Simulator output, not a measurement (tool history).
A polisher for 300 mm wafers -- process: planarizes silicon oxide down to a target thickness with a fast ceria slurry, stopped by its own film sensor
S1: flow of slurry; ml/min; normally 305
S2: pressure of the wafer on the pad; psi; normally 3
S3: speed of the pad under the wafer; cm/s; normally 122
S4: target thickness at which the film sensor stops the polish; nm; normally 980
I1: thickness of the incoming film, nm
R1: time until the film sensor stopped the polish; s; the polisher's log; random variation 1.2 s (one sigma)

Run 1, hour 0: usual settings; I1 2450.7. Result: R1 81 s.
Run 2, hour 83.1: usual settings but S1 350 ml/min; I1 2442.5. Result: R1 82.3 s.
Run 3, hour 125.5: usual settings but S2 3.2 psi; I1 2416.8. Result: R1 77.6 s.
At hour 160.9: worn pad replaced by a new one.
Run 4, hour 192.3: usual settings but S2 3.2 psi; I1 2385.2. Result: R1 74.3 s.
Run 5, hour 257.8: usual settings but S3 146 cm/s; I1 2391.9. Result: R1 70.2 s.
At hour 275.8: slurry nozzle cleaned.
Run 6, hour 296.1: usual settings but S3 146 cm/s; I1 2403.6. Result: R1 64.9 s.
Run 7, hour 401.7: usual settings; I1 2434.2. Result: R1 79.1 s.
Run 8, hour 498.6: usual settings; I1 2425.2. Result: R1 80.1 s.
Run 9, hour 539.7: usual settings but S4 854 nm; I1 2437.1. Result: R1 86.5 s.
At hour 587.8: head pressure recalibrated.
Run 10, hour 588.3: usual settings; I1 2420.7. Result: R1 78.1 s.
At hour 611.9: worn pad replaced by a new one.
Run 11, hour 624.3: usual settings; I1 2420. Result: R1 81.7 s.
Run 12, hour 725.6: usual settings; I1 2434.7. Result: R1 82.2 s.
Run 13, hour 784.1: usual settings; I1 2422.1. Result: R1 81 s.
At hour 806.8: slurry nozzle cleaned.
Run 14, hour 841.3: usual settings; I1 2377. Result: R1 75.1 s.
Run 15, hour 906.9: usual settings; I1 2413.9. Result: R1 76.9 s.
Run 16, hour 1012.9: usual settings; I1 2399.5. Result: R1 77.7 s.
Run 17, hour 1075.6: usual settings but S1 375 ml/min, S3 156 cm/s, S4 806 nm; I1 2393.5. Result: R1 66.7 s.
At hour 1159.4: worn pad replaced by a new one.
Run 18, hour 1176.2: usual settings but S3 146 cm/s; I1 2443.3. Result: R1 69 s.
Run 19, hour 1219.7: usual settings but S2 2.7 psi, S4 764 nm; I1 2405.4. Result: R1 102.9 s.
Run 20, hour 1314.1: usual settings but S1 395 ml/min, S2 3.3 psi, S3 144 cm/s; I1 2416.6. Result: R1 62.4 s.
At hour 1410: slurry nozzle cleaned.
Run 21, hour 1418.2: usual settings; I1 2407. Result: R1 74.1 s.
Run 22, hour 1474.7: usual settings but S1 350 ml/min, S3 108 cm/s, S4 1463 nm; I1 2409.4. Result: R1 56.1 s.
Run 23, hour 1585.2: usual settings; I1 2399.6. Result: R1 77.7 s.
At hour 1610.4: worn pad replaced by a new one.
Run 24, hour 1622.3: usual settings but S1 210 ml/min, S4 1188 nm; I1 2409.2. Result: R1 71.9 s.
Run 25, hour 1692.7: usual settings but S1 210 ml/min, S4 1188 nm; I1 2401.8. Result: R1 71.4 s.
Run 26, hour 1739: usual settings; I1 2436.5. Result: R1 83 s.
Run 27, hour 1844.6: usual settings; I1 2415.3. Result: R1 79.1 s.
Run 28, hour 1884.4: usual settings but S2 3.8 psi; I1 2374. Result: R1 62.9 s.
At hour 1908: slurry nozzle cleaned.
Run 29, hour 1926.4: usual settings but S1 270 ml/min, S4 1221 nm; I1 2400.9. Result: R1 64 s.
Run 30, hour 1992.9: usual settings but S4 791 nm; I1 2391.4. Result: R1 86.3 s.
Run 31, hour 2035.8: usual settings but S3 142 cm/s; I1 2471.7. Result: R1 70.8 s.
Run 32, hour 2076: usual settings but S1 230 ml/min, S4 736 nm; I1 2424.7. Result: R1 93.9 s.
At hour 2123.4: worn pad replaced by a new one.
Run 33, hour 2142.5: usual settings but S3 142 cm/s; I1 2418.7. Result: R1 68.4 s.
At hour 2180.6: head pressure recalibrated.
Run 34, hour 2219.4: usual settings but S3 146 cm/s; I1 2407.9. Result: R1 65.9 s.
Run 35, hour 2318.8: usual settings but S4 835 nm; I1 2423.5. Result: R1 89.1 s.
Run 36, hour 2402.5: usual settings but S1 270 ml/min, S3 104 cm/s, S4 498 nm; I1 2439.4. Result: R1 134.8 s.

Pick out some run-to-run changes in R1. Of each, how much would a tool without hidden state show as well, from the settings, what came in and chance, and how much is left for the hidden state and any gauge scatter not in both results compared?
Hidden state present: removal rate lost through wear of the pad, %; slurry flow missing at the pad, %; deviation of the head's pressure from its setpoint, %.
Run 5 -> 6: slurry nozzle cleaned. R1 -5.3 s: hidden state -5.1, all else -0.2.
Run 13 -> 14: slurry nozzle cleaned. R1 -5.9 s: hidden state -4.5, all else -1.4.
Run 18 -> 19: S2 3 -> 2.7, S3 146 -> 122, S4 980 -> 764. R1 +33.9 s: hidden state +2.3, all else +31.6.
Run 19 -> 20: S1 305 -> 395, S2 2.7 -> 3.3, S3 122 -> 144, S4 764 -> 980. R1 -40.5 s: hidden state -2, all else -38.5.
Run 35 -> 36: S1 305 -> 270, S3 122 -> 104, S4 835 -> 498. R1 +45.7 s: hidden state +5.4, all else +40.3.
